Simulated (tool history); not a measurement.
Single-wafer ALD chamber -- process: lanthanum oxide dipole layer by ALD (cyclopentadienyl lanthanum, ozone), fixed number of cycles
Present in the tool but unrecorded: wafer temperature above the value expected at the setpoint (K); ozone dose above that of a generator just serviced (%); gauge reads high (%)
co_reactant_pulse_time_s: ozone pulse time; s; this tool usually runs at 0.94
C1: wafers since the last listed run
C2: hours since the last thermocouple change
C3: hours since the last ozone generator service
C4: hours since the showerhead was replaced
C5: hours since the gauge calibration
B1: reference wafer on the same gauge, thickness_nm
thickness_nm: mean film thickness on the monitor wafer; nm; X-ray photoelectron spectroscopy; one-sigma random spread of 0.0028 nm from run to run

{"run": 1, "hour": 0.0, "co_reactant_pulse_time_s": 1.15, "C1": 0, "C2": 286.6, "C3": 1162, "C4": 2089.2, "C5": 1030.5, "B1": 0.601, "thickness_nm": 0.547}
{"hour": 21.6, "done": "ozone generator serviced"}
{"run": 2, "hour": 38.5, "co_reactant_pulse_time_s": 1.15, "C1": 850, "C2": 325.1, "C3": 16.9, "C4": 2127.7, "C5": 1069, "B1": 0.601, "thickness_nm": 0.569}
{"run": 3, "hour": 88.0, "co_reactant_pulse_time_s": 1.15, "C1": 1380, "C2": 374.6, "C3": 66.4, "C4": 2177.2, "C5": 1118.5, "B1": 0.602, "thickness_nm": 0.566}
{"run": 4, "hour": 162.9, "co_reactant_pulse_time_s": 0.94, "C1": 2088, "C2": 449.5, "C3": 141.3, "C4": 2252.1, "C5": 1193.4, "B1": 0.601, "thickness_nm": 0.523}
{"run": 5, "hour": 209.9, "co_reactant_pulse_time_s": 0.94, "C1": 1310, "C2": 496.5, "C3": 188.3, "C4": 2299.1, "C5": 1240.4, "B1": 0.601, "thickness_nm": 0.522}
{"run": 6, "hour": 257.1, "co_reactant_pulse_time_s": 0.94, "C1": 1315, "C2": 543.7, "C3": 235.5, "C4": 2346.3, "C5": 1287.6, "B1": 0.601, "thickness_nm": 0.518}
{"run": 7, "hour": 321.0, "co_reactant_pulse_time_s": 0.94, "C1": 1781, "C2": 607.6, "C3": 299.4, "C4": 2410.2, "C5": 1351.5, "B1": 0.601, "thickness_nm": 0.518}
{"run": 8, "hour": 385.0, "co_reactant_pulse_time_s": 0.94, "C1": 1784, "C2": 671.6, "C3": 363.4, "C4": 2474.2, "C5": 1415.5, "B1": 0.601, "thickness_nm": 0.515}
{"run": 9, "hour": 475.4, "co_reactant_pulse_time_s": 0.94, "C1": 2520, "C2": 762, "C3": 453.8, "C4": 2564.6, "C5": 1505.9, "B1": 0.601, "thickness_nm": 0.515}
{"run": 10, "hour": 551.9, "co_reactant_pulse_time_s": 1.12, "C1": 2132, "C2": 838.5, "C3": 530.3, "C4": 2641.1, "C5": 1582.4, "B1": 0.601, "thickness_nm": 0.555}
{"run": 11, "hour": 637.4, "co_reactant_pulse_time_s": 0.94, "C1": 2383, "C2": 924, "C3": 615.8, "C4": 2726.6, "C5": 1667.9, "B1": 0.601, "thickness_nm": 0.512}
{"run": 12, "hour": 682.9, "co_reactant_pulse_time_s": 0.94, "C1": 1268, "C2": 969.5, "C3": 661.3, "C4": 2772.1, "C5": 1713.4, "B1": 0.601, "thickness_nm": 0.508}
{"hour": 691.3, "done": "thermocouple changed; heater temperature recalibrated"}
{"run": 13, "hour": 784.7, "co_reactant_pulse_time_s": 0.94, "C1": 2615, "C2": 93.4, "C3": 763.1, "C4": 2873.9, "C5": 1815.2, "B1": 0.601, "thickness_nm": 0.504}
{"run": 14, "hour": 833.2, "co_reactant_pulse_time_s": 0.94, "C1": 1352, "C2": 141.9, "C3": 811.6, "C4": 2922.4, "C5": 1863.7, "B1": 0.601, "thickness_nm": 0.506}
{"run": 15, "hour": 931.9, "co_reactant_pulse_time_s": 1.16, "C1": 2751, "C2": 240.6, "C3": 910.3, "C4": 3021.1, "C5": 1962.4, "B1": 0.601, "thickness_nm": 0.553}
{"run": 16, "hour": 1030.0, "co_reactant_pulse_time_s": 0.94, "C1": 2734, "C2": 338.7, "C3": 1008.4, "C4": 3119.2, "C5": 2060.5, "B1": 0.601, "thickness_nm": 0.508}
{"run": 17, "hour": 1073.5, "co_reactant_pulse_time_s": 1.17, "C1": 1212, "C2": 382.2, "C3": 1051.9, "C4": 3162.7, "C5": 2104, "B1": 0.601, "thickness_nm": 0.554}
{"hour": 1168.1, "done": "showerhead replaced"}
{"run": 18, "hour": 1168.6, "co_reactant_pulse_time_s": 0.76, "C1": 2428, "C2": 477.3, "C3": 1147, "C4": 0.5, "C5": 2199.1, "B1": 0.601, "thickness_nm": 0.445}
{"run": 19, "hour": 1223.7, "co_reactant_pulse_time_s": 0.94, "C1": 1536, "C2": 532.4, "C3": 1202.1, "C4": 55.6, "C5": 2254.2, "B1": 0.601, "thickness_nm": 0.506}
{"run": 20, "hour": 1285.0, "co_reactant_pulse_time_s": 1.06, "C1": 1708, "C2": 593.7, "C3": 1263.4, "C4": 116.9, "C5": 2315.5, "B1": 0.601, "thickness_nm": 0.53}
{"hour": 1330.8, "done": "ozone generator serviced"}
{"run": 21, "hour": 1341.5, "co_reactant_pulse_time_s": 1.24, "C1": 1352, "C2": 650.2, "C3": 10.7, "C4": 173.4, "C5": 2372, "B1": 0.601, "thickness_nm": 0.544}
{"run": 22, "hour": 1387.7, "co_reactant_pulse_time_s": 1.13, "C1": 1288, "C2": 696.4, "C3": 56.9, "C4": 219.6, "C5": 2418.2, "B1": 0.601, "thickness_nm": 0.523}
{"run": 23, "hour": 1428.3, "co_reactant_pulse_time_s": 0.94, "C1": 1131, "C2": 737, "C3": 97.5, "C4": 260.2, "C5": 2458.8, "B1": 0.601, "thickness_nm": 0.474}
{"run": 24, "hour": 1522.1, "co_reactant_pulse_time_s": 0.94, "C1": 2615, "C2": 830.8, "C3": 191.3, "C4": 354, "C5": 2552.6, "B1": 0.601, "thickness_nm": 0.461}
{"run": 25, "hour": 1588.6, "co_reactant_pulse_time_s": 1.14, "C1": 1853, "C2": 897.3, "C3": 257.8, "C4": 420.5, "C5": 2619.1, "B1": 0.602, "thickness_nm": 0.515}
{"run": 26, "hour": 1683.8, "co_reactant_pulse_time_s": 1.1, "C1": 2654, "C2": 992.5, "C3": 353, "C4": 515.7, "C5": 2714.3, "B1": 0.601, "thickness_nm": 0.496}
{"hour": 1703.2, "done": "thermocouple changed; heater temperature recalibrated"}
{"run": 27, "hour": 1735.7, "co_reactant_pulse_time_s": 0.81, "C1": 1223, "C2": 32.5, "C3": 404.9, "C4": 567.6, "C5": 2766.2, "B1": 0.602, "thickness_nm": 0.413}
{"hour": 1750.8, "done": "ozone generator serviced, repeated, since the last time left the tool worse"}
{"run": 28, "hour": 1801.8, "co_reactant_pulse_time_s": 1.18, "C1": 1619, "C2": 98.6, "C3": 51, "C4": 633.7, "C5": 2832.3, "B1": 0.601, "thickness_nm": 0.571}
{"run": 29, "hour": 1852.9, "co_reactant_pulse_time_s": 1.2, "C1": 1424, "C2": 149.7, "C3": 102.1, "C4": 684.8, "C5": 2883.4, "B1": 0.601, "thickness_nm": 0.572}
{"hour": 1913.6, "done": "gauge calibrated"}
{"run": 30, "hour": 1931.8, "co_reactant_pulse_time_s": 0.71, "C1": 2199, "C2": 228.6, "C3": 181, "C4": 763.7, "C5": 18.2, "B1": 0.601, "thickness_nm": 0.441}
{"run": 31, "hour": 2007.2, "co_reactant_pulse_time_s": 0.94, "C1": 2102, "C2": 304, "C3": 256.4, "C4": 839.1, "C5": 93.6, "B1": 0.601, "thickness_nm": 0.519}
{"run": 32, "hour": 2078.2, "co_reactant_pulse_time_s": 0.94, "C1": 1979, "C2": 375, "C3": 327.4, "C4": 910.1, "C5": 164.6, "B1": 0.602, "thickness_nm": 0.518}
{"run": 33, "hour": 2313.3, "co_reactant_pulse_time_s": 0.94, "C1": 6554, "C2": 610.1, "C3": 562.5, "C4": 1145.2, "C5": 399.7, "B1": 0.601, "thickness_nm": 0.512}
{"run": 34, "hour": 2388.4, "co_reactant_pulse_time_s": 0.94, "C1": 2093, "C2": 685.2, "C3": 637.6, "C4": 1220.3, "C5": 474.8, "B1": 0.601, "thickness_nm": 0.509}
{"run": 35, "hour": 2478.2, "co_reactant_pulse_time_s": 0.94, "C1": 2503, "C2": 775, "C3": 727.4, "C4": 1310.1, "C5": 564.6, "B1": 0.601, "thickness_nm": 0.511}

Alternative continuations, all from the tool just after run 35; predict every row:
{"run": "A", "hour": 2478.6, "co_reactant_pulse_time_s": 0.94, "C1": 11, "C2": 775.4, "C3": 727.8, "C4": 1310.5, "C5": 565, "B1": "?", "thickness_nm": "?"}
{"run": "B", "hour": 2478.6, "co_reactant_pulse_time_s": 0.75, "C1": 11, "C2": 775.4, "C3": 727.8, "C4": 1310.5, "C5": 565, "B1": "?", "thickness_nm": "?"}
{"run": "C", "hour": 2478.6, "co_reactant_pulse_time_s": 0.84, "C1": 11, "C2": 775.4, "C3": 727.8, "C4": 1310.5, "C5": 565, "B1": "?", "thickness_nm": "?"}

run=A B1=0.601 thickness_nm=0.509
run=B B1=0.601 thickness_nm=0.444
run=C B1=0.601 thickness_nm=0.478
With the hidden condition removed and each run's random variation left untouched, the same runs would have given:
run=A thickness_nm=0.53
run=B thickness_nm=0.469
run=C thickness_nm=0.502
